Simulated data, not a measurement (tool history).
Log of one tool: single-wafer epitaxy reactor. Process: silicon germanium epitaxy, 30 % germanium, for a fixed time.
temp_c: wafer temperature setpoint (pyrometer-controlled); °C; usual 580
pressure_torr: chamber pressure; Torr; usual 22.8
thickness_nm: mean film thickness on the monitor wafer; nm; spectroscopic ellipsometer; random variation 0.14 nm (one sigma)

run,hour,temp_c,pressure_torr,"read-back reference wafer on the same gauge, thickness_nm",thickness_nm
1,0,580,22.8,34.873,43.023
2,58.8,580,22.8,34.792,42.91
3,159.3,580,22.8,34.792,43.022
4,217.5,580,22.8,34.807,43.1
5,301.7,580,22.8,34.82,42.852
6,364.4,580,22.8,34.758,43.104
7,465.1,580,21.1,34.822,41.602
8,509.1,580,21.1,34.855,41.481
9,800.6,580,21.1,34.804,41.527
10,886.8,577,26.8,34.788,43.469
11,932,577,26.8,34.857,43.205
12,1026.3,575,18.8,34.761,35.936
13,1110.6,575,18.8,34.849,35.934
14,1159.8,580,20.4,34.798,40.928
15,1196.4,573,26.7,34.826,40.544
16,1250.1,575,24.6,34.788,40.395
17,1286.2,589,18.6,34.768,46.51
18,1334.1,580,20.8,34.816,41.414
19,1386,580,22.8,34.794,43.096
20,1455.5,580,22.8,34.762,42.797
21,1531.6,580,22.8,34.798,42.99
22,1591.7,573,24.5,34.767,38.576
23,1680.7,580,22.8,34.794,42.689
24,1718.3,580,22.8,34.798,42.947
25,1783.2,580,22.8,34.829,42.945
26,1875.9,586,21.1,34.832,46.312
27,1956.5,572,21.3,34.82,35.753
28,2064.1,576,19.3,34.821,36.961
29,2107.8,590,19.6,34.846,48.46
30,2178.9,580,19.1,34.839,39.817
31,2332.6,594,17.7,34.785,49.828
32,2411.4,565,18.7,34.752,29.561
33,2450.8,589,19.3,34.795,47.233
34,2540.3,586,28.3,34.869,52.726
35,2576.4,570,26.1,34.769,37.479

Not shown: 5 entries that the log had between the listed runs. Between which runs, and how does the tool's hidden state differ before and after?
Between runs 8 and 9: capacitance manometer re-zeroed and calibrated (hour 773.8)
  no hidden state differs between the two runs
Between runs 13 and 14: pyrometer calibrated (hour 1135); showerhead replaced (hour 1156.1)
  no hidden state differs between the two runs
Between runs 24 and 25: gauge calibrated (hour 1737.3)
  no hidden state differs between the two runs
Between runs 30 and 31: pyrometer calibrated (hour 2332.1)
  no hidden state differs between the two runs

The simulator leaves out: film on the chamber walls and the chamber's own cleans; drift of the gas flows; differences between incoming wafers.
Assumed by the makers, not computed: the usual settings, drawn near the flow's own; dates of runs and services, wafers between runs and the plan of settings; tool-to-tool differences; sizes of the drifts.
